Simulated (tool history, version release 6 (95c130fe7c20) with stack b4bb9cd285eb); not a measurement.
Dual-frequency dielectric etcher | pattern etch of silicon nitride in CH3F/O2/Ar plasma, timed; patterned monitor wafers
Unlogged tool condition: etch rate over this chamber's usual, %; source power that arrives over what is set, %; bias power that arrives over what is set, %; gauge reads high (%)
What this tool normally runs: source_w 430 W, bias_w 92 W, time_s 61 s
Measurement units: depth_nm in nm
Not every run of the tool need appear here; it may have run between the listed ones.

run,hour,source_w,bias_w,time_s,wafers since the last listed run,hours since the last wet clean,hours since the last source power generator calibration,hours since the last bias power generator calibration,hours since the last upper electrode change,hours since the gauge calibration,"read-back reference wafer on the same gauge, depth_nm",depth_nm
1,0,430,76,61,0,477.8,3111.7,2735.7,4293.8,50.3,39.24,44.76
2,30.5,430,76,61,416,508.3,3142.2,2766.2,4324.3,80.8,39.19,45.27
3,56.8,430,76,61,359,534.6,3168.5,2792.5,4350.6,107.1,39.2,45.22
4,71.1,430,92,61,195,548.9,3182.8,2806.8,4364.9,121.4,39.16,48.49
5,96.2,430,92,61,342,574,3207.9,2831.9,4390,146.5,39.19,48.6
# hour 138.1: wet clean of the chamber
6,138.6,430,92,61,251,0.5,3250.3,2874.3,4432.4,188.9,39.24,47.3
7,138.9,430,92,61,4,0.8,3250.6,2874.6,4432.7,189.2,39.24,47.32
8,153.3,430,92,71,196,15.2,3265,2889,4447.1,203.6,39.23,54.59
9,187.3,430,92,52.5,464,49.2,3299,2923,4481.1,237.6,39.23,41.29
10,219.9,430,92,61,445,81.8,3331.6,2955.6,4513.7,270.2,39.24,47.04
11,253,430,110,61,451,114.9,3364.7,2988.7,4546.8,303.3,39.28,51.38
12,267,430,92,61,191,128.9,3378.7,3002.7,4560.8,317.3,39.24,47.77
13,295.7,430,92,61,391,157.6,3407.4,3031.4,4589.5,346,39.18,47.66
14,312.2,400,115,66,225,174.1,3423.9,3047.9,4606,362.5,39.24,54.97
15,325.9,350,92,61,187,187.8,3437.6,3061.6,4619.7,376.2,39.2,43.57
16,343.5,430,76,61,240,205.4,3455.2,3079.2,4637.3,393.8,39.21,44.05
17,378.3,520,81,55.5,475,240.2,3490,3114,4672.1,428.6,39.11,44.57
# hour 420.4: upper electrode replaced
18,420.9,430,73,72.5,253,282.8,3532.6,3156.6,0.5,471.2,39.17,51.95
19,435.6,370,92,52.5,200,297.5,3547.3,3171.3,15.2,485.9,39.25,38.35
20,458.2,360,79,74.5,308,320.1,3569.9,3193.9,37.8,508.5,39.3,50.53
# hour 462.3: gauge calibrated
21,480.5,430,113,70.5,304,342.4,3592.2,3216.2,60.1,18.2,39.22,61.31
22,508.7,380,92,70,385,370.6,3620.4,3244.4,88.3,46.4,39.17,52.34
23,560.9,340,92,73.5,712,422.8,3672.6,3296.6,140.5,98.6,39.18,52.37
# hour 572.6: source power generator calibrated
# hour 577.6: bias power generator calibrated
24,596.6,430,92,61,378,458.5,24,19,176.2,134.3,39.16,48.15
25,622,430,92,61,346,483.9,49.4,44.4,201.6,159.7,39.17,48.42
26,644.2,530,81,51.5,303,506.1,71.6,66.6,223.8,181.9,39.19,42.92
27,672.9,470,112,61,391,534.8,100.3,95.3,252.5,210.6,39.26,55.27
28,705,530,92,74.5,438,566.9,132.4,127.4,284.6,242.7,39.24,65.12
29,717.7,400,100,68.5,173,579.6,145.1,140.1,297.3,255.4,39.13,54.37

Forecast run 30:
30,735.7,430,92,74.5,245,597.6,163.1,158.1,315.3,273.4,?,?

read-back reference wafer on the same gauge, depth_nm: 39.26
depth_nm: 58.92 nm
With the hidden condition absent and the run-to-run variation left alone, this run would have shown depth_nm 57.11 nm.

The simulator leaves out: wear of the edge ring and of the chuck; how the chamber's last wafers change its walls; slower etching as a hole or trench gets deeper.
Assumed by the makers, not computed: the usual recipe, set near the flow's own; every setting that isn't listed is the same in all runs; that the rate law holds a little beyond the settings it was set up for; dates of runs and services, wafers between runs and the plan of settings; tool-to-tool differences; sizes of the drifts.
